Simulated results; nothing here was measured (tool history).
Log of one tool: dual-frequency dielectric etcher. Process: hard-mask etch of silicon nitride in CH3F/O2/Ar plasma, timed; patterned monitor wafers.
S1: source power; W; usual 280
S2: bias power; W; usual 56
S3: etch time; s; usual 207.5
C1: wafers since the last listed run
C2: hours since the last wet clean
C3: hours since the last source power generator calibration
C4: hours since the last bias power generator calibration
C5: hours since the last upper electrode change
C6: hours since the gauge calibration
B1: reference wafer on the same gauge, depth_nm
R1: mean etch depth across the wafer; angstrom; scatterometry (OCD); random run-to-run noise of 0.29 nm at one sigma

Run 1, hour 0: usual settings; C1 0; C2 94.5; C3 2685.4; C4 2257.2; C5 2929.6; C6 907.1; B1 92. Result: R1 1034 angstrom.
Run 2, hour 103.8: usual settings; C1 446; C2 198.3; C3 2789.2; C4 2361; C5 3033.4; C6 1010.9; B1 92. Result: R1 1031 angstrom.
Run 3, hour 169.6: usual settings; C1 283; C2 264.1; C3 2855; C4 2426.8; C5 3099.2; C6 1076.7; B1 92. Result: R1 1029 angstrom.
Run 4, hour 254.8: usual settings; C1 366; C2 349.3; C3 2940.2; C4 2512; C5 3184.4; C6 1161.9; B1 91.9. Result: R1 1027 angstrom.
Run 5, hour 329.4: usual settings; C1 321; C2 423.9; C3 3014.8; C4 2586.6; C5 3259; C6 1236.5; B1 92. Result: R1 1022 angstrom.
Run 6, hour 405.5: usual settings but S1 320 W; C1 327; C2 500; C3 3090.9; C4 2662.7; C5 3335.1; C6 1312.6; B1 92. Result: R1 1055 angstrom.
At hour 462.3: wet clean of the chamber.
Run 7, hour 500.1: usual settings; C1 303; C2 37.8; C3 3185.5; C4 2757.3; C5 3429.7; C6 1407.2; B1 91.9. Result: R1 1042 angstrom.
Run 8, hour 561.1: usual settings; C1 262; C2 98.8; C3 3246.5; C4 2818.3; C5 3490.7; C6 1468.2; B1 92. Result: R1 1033 angstrom.
Run 9, hour 639.9: usual settings; C1 339; C2 177.6; C3 3325.3; C4 2897.1; C5 3569.5; C6 1547; B1 92. Result: R1 1033 angstrom.
At hour 680.5: upper electrode replaced.
Run 10, hour 720.4: usual settings but S3 165.5 s; C1 243; C2 258.1; C3 3405.8; C4 2977.6; C5 39.9; C6 1627.5; B1 92. Result: R1 819 angstrom.
Run 11, hour 825.1: usual settings but S3 165.5 s; C1 450; C2 362.8; C3 3510.5; C4 3082.3; C5 144.6; C6 1732.2; B1 92. Result: R1 813 angstrom.
At hour 846.1: gauge calibrated.
Run 12, hour 915.7: usual settings but S1 250 W, S2 65 W; C1 390; C2 453.4; C3 3601.1; C4 3172.9; C5 235.2; C6 69.6; B1 91.9. Result: R1 1031 angstrom.
At hour 952.6: bias power generator calibrated.
At hour 985.4: source power generator calibrated.
At hour 1007.1: wet clean of the chamber.
Run 13, hour 1007.6: usual settings but S2 51 W; C1 268; C2 0.5; C3 22.2; C4 55; C5 327.1; C6 161.5; B1 92. Result: R1 1002 angstrom.
Run 14, hour 1068: usual settings; C1 260; C2 60.9; C3 82.6; C4 115.4; C5 387.5; C6 221.9; B1 92. Result: R1 1025 angstrom.
Run 15, hour 1154.5: usual settings; C1 372; C2 147.4; C3 169.1; C4 201.9; C5 474; C6 308.4; B1 91.9. Result: R1 1020 angstrom.
Run 16, hour 1228.7: usual settings but S2 44 W, S3 179.5 s; C1 319; C2 221.6; C3 243.3; C4 276.1; C5 548.2; C6 382.6; B1 92.1. Result: R1 825 angstrom.
Run 17, hour 1272: usual settings but S2 68 W; C1 186; C2 264.9; C3 286.6; C4 319.4; C5 591.5; C6 425.9; B1 92. Result: R1 1081 angstrom.
Run 18, hour 1367.9: usual settings but S3 172.5 s; C1 412; C2 360.8; C3 382.5; C4 415.3; C5 687.4; C6 521.8; B1 92. Result: R1 845 angstrom.
Run 19, hour 1447.2: usual settings but S1 240 W, S2 70 W, S3 183.5 s; C1 341; C2 440.1; C3 461.8; C4 494.6; C5 766.7; C6 601.1; B1 92. Result: R1 920 angstrom.
Run 20, hour 1540.6: usual settings but S2 48 W, S3 162 s; C1 402; C2 533.5; C3 555.2; C4 588; C5 860.1; C6 694.5; B1 91.9. Result: R1 749 angstrom.
At hour 1591: wet clean of the chamber.
Run 21, hour 1648.6: usual settings but S1 210 W, S3 231.5 s; C1 361; C2 57.6; C3 663.2; C4 696; C5 968.1; C6 802.5; B1 92. Result: R1 1062 angstrom.
Run 22, hour 1720.7: usual settings but S1 260 W; C1 310; C2 129.7; C3 735.3; C4 768.1; C5 1040.2; C6 874.6; B1 92. Result: R1 1003 angstrom.
Run 23, hour 1803.8: usual settings but S1 310 W, S2 42 W, S3 252.5 s; C1 357; C2 212.8; C3 818.4; C4 851.2; C5 1123.3; C6 957.7; B1 91.9. Result: R1 1177 angstrom.
Run 24, hour 1852.8: usual settings but S1 330 W, S2 45 W, S3 185 s; C1 210; C2 261.8; C3 867.4; C4 900.2; C5 1172.3; C6 1006.7; B1 92.1. Result: R1 892 angstrom.
Run 25, hour 1947.1: usual settings but S1 340 W, S2 51 W, S3 247 s; C1 405; C2 356.1; C3 961.7; C4 994.5; C5 1266.6; C6 1101; B1 92.1. Result: R1 1234 angstrom.
Run 26, hour 2043.8: usual settings but S2 45 W; C1 416; C2 452.8; C3 1058.4; C4 1091.2; C5 1363.3; C6 1197.7; B1 91.9. Result: R1 946 angstrom.
Run 27, hour 2122.1: usual settings; C1 337; C2 531.1; C3 1136.7; C4 1169.5; C5 1441.6; C6 1276; B1 92. Result: R1 1002 angstrom.
Run 28, hour 2210.9: usual settings but S1 300 W, S2 62 W, S3 148 s; C1 382; C2 619.9; C3 1225.5; C4 1258.3; C5 1530.4; C6 1364.8; B1 92. Result: R1 748 angstrom.

Some steps in R1, run to run, broken into two amounts with sign: the step expected even without the hidden condition (settings, incoming material, random variation), and the rest, left for the hidden condition together with whatever gauge scatter is not in both the measured and the hidden-condition-free result:
Hidden state present: etch rate over this chamber's usual, %; source power that arrives over what is set, %; bias power that arrives over what is set, %; gauge reads high (%).
Run 6 -> 7: S1 320 -> 280, wet clean of the chamber. R1 -13 angstrom: hidden state +23, all else -36.
Run 12 -> 13: S1 250 -> 280, S2 65 -> 51, bias power generator calibrated, source power generator calibrated, wet clean of the chamber. R1 -29 angstrom: hidden state +13, all else -42.
Run 20 -> 21: S1 280 -> 210, S2 48 -> 56, S3 162 -> 231.5, wet clean of the chamber. R1 +313 angstrom: hidden state +13, all else +300.
Run 24 -> 25: S1 330 -> 340, S2 45 -> 51, S3 185 -> 247. R1 +342 angstrom: hidden state -11, all else +353.
